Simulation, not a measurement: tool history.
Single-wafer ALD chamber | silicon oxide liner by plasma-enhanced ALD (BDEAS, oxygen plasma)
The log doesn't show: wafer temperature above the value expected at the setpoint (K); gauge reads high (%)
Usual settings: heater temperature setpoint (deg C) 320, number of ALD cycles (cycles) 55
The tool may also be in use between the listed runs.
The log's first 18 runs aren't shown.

run,hour,heater temperature setpoint (deg C),number of ALD cycles (cycles),wafers since the last listed run,hours since the last thermocouple change,hours since the gauge calibration,"read-back reference wafer on the same gauge, thickness_nm",mean film thickness on the monitor wafer (angstrom)
19,1817.0,320,64,630,218.0,683.1,4.567,57.73
20,1909.5,320,55,574,310.5,775.6,4.569,49.67
21,1976.5,328,49,415,377.5,842.6,4.571,43.82
22,2077.7,320,49,628,478.7,943.8,4.575,44.14
23,2347.5,311,64,1674,748.5,1213.6,4.571,58.74
24,2416.4,320,52,427,817.4,1282.5,4.569,46.81
25,2472.6,313,55,348,873.6,1338.7,4.569,50.40
26,2512.4,332,51,247,913.4,1378.5,4.568,45.25
27,2584.0,307,55,444,985.0,1450.1,4.571,50.66
28,2650.9,315,59,415,1051.9,1517.0,4.567,53.88
29,2701.4,320,55,313,1102.4,1567.5,4.564,49.83
30,2777.9,320,55,474,1178.9,1644.0,4.572,49.98
31,2850.3,305,55,449,1251.3,1716.4,4.570,51.07
32,2911.0,316,65,376,1312.0,1777.1,4.566,59.36

Forecast run 33:
33,2998.2,320,55,541,1399.2,1864.3,?,?

{"run 33": {"read-back reference wafer on the same gauge, thickness_nm": 4.575, "mean film thickness on the monitor wafer (angstrom)": 49.88}}
Without the tool's hidden state the same run would have given mean film thickness on the monitor wafer (angstrom) 49.46.
